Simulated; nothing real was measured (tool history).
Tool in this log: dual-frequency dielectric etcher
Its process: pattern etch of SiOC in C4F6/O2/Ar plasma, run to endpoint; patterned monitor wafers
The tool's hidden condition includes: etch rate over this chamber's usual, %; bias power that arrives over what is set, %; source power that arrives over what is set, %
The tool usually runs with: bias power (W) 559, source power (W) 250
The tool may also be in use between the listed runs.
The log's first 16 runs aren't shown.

run	hour	bias power (W)	source power (W)	wafers since the last listed run	hours since the last wet clean	hours since the last bias power generator calibration	hours since the last source power generator calibration	hours since the last upper electrode change	incoming incoming film thickness, nm	endpoint time (s)
17	354.5	479	210	370	145.4	3069.5	52.2	2008.4	45.56	20.2
18	380.9	429	230	417	171.8	3095.9	78.6	2034.8	45.85	20.5
# hour 403.6: bias power generator calibrated
19	416.6	559	250	501	207.5	13.0	114.3	2070.5	44.70	18.7
20	471.9	618	250	875	262.8	68.3	169.6	2125.8	45.64	18.5
21	495.1	612	290	367	286.0	91.5	192.8	2149.0	45.26	17.9
22	531.1	647	250	569	322.0	127.5	228.8	2185.0	45.00	18.1
23	625.7	661	200	1496	416.6	222.1	323.4	2279.6	44.65	18.6
# hour 659.3: wet clean of the chamber
24	659.8	559	250	159	0.5	256.2	357.5	2313.7	45.48	19.0
25	660.1	559	270	4	0.8	256.5	357.8	2314.0	45.29	18.4
26	670.0	559	250	156	10.7	266.4	367.7	2323.9	45.25	18.7
# hour 710.2: upper electrode replaced
27	710.7	428	290	264	51.4	307.1	408.4	0.5	44.94	19.3
28	711.0	524	220	4	51.7	307.4	408.7	0.8	45.79	19.9
29	796.2	559	250	1348	136.9	392.6	493.9	86.0	45.22	18.8
30	830.6	428	250	544	171.3	427.0	528.3	120.4	44.91	20.0
31	848.4	621	210	281	189.1	444.8	546.1	138.2	45.79	18.9
32	864.4	505	250	253	205.1	460.8	562.1	154.2	45.62	19.6
33	898.7	559	250	542	239.4	495.1	596.4	188.5	45.47	18.8
34	923.3	492	250	389	264.0	519.7	621.0	213.1	45.41	19.7
35	955.0	559	250	501	295.7	551.4	652.7	244.8	45.41	18.9

Branching from run 35: 4 alternative next runs. What would each branch give?
A	955.4	559	250	6	296.1	551.8	653.1	245.2	45.39	?
B	955.4	473	310	6	296.1	551.8	653.1	245.2	45.39	?
C	955.4	620	290	6	296.1	551.8	653.1	245.2	45.39	?
D	955.4	450	290	6	296.1	551.8	653.1	245.2	45.39	?

run	endpoint time (s)
A	18.9
B	18.9
C	17.8
D	19.4
With no hidden state in the tool, these same runs would have given:
run	endpoint time (s)
A	18.9
B	18.9
C	17.8
D	19.4
